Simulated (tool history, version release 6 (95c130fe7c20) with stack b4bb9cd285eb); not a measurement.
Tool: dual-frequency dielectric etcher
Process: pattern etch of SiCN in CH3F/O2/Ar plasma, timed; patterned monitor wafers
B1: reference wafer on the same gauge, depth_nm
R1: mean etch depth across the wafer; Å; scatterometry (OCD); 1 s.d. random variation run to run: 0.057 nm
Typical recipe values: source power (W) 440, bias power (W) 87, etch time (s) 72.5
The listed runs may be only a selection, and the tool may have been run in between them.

run 1 hour=0.0 | source_power_(W)=440 bias_power_(W)=87 etch_time_(s)=86.0 | B1=39.72 | R1=406.0
run 2 hour=35.7 | source_power_(W)=440 bias_power_(W)=87 etch_time_(s)=67.0 | B1=39.70 | R1=315.7
run 3 hour=69.9 | source_power_(W)=440 bias_power_(W)=87 etch_time_(s)=67.0 | B1=39.72 | R1=317.3
run 4 hour=112.5 | source_power_(W)=440 bias_power_(W)=87 etch_time_(s)=67.0 | B1=39.73 | R1=316.0
run 5 hour=159.1 | source_power_(W)=440 bias_power_(W)=87 etch_time_(s)=67.5 | B1=39.71 | R1=318.7
run 6 hour=215.4 | source_power_(W)=440 bias_power_(W)=87 etch_time_(s)=67.5 | B1=39.69 | R1=319.0
run 7 hour=248.5 | source_power_(W)=440 bias_power_(W)=87 etch_time_(s)=72.5 | B1=39.71 | R1=342.5
run 8 hour=293.8 | source_power_(W)=440 bias_power_(W)=87 etch_time_(s)=72.5 | B1=39.68 | R1=344.4
-- hour=295.5 gauge calibrated
-- hour=340.7 bias power generator calibrated
run 9 hour=346.8 | source_power_(W)=440 bias_power_(W)=87 etch_time_(s)=72.5 | B1=39.69 | R1=344.1
run 10 hour=380.2 | source_power_(W)=400 bias_power_(W)=93 etch_time_(s)=72.5 | B1=39.70 | R1=338.5
-- hour=420.1 wet clean of the chamber
-- hour=444.6 upper electrode replaced
run 11 hour=445.1 | source_power_(W)=470 bias_power_(W)=66 etch_time_(s)=57.0 | B1=39.69 | R1=250.3
run 12 hour=507.1 | source_power_(W)=440 bias_power_(W)=87 etch_time_(s)=63.0 | B1=39.69 | R1=296.6
-- hour=518.3 source power generator calibrated
run 13 hour=547.3 | source_power_(W)=360 bias_power_(W)=93 etch_time_(s)=78.5 | B1=39.70 | R1=340.4
run 14 hour=577.2 | source_power_(W)=470 bias_power_(W)=77 etch_time_(s)=63.5 | B1=39.69 | R1=289.5
run 15 hour=613.7 | source_power_(W)=470 bias_power_(W)=77 etch_time_(s)=63.5 | B1=39.70 | R1=288.9

Predict the results of run 16:
run 16 hour=674.0 | source_power_(W)=360 bias_power_(W)=93 etch_time_(s)=78.5 | B1=? | R1=?

{"run 16": {"B1": 39.7, "R1": 342.7}}
Minus the tool's unlogged condition, the same run would have read R1 339.7 Å.
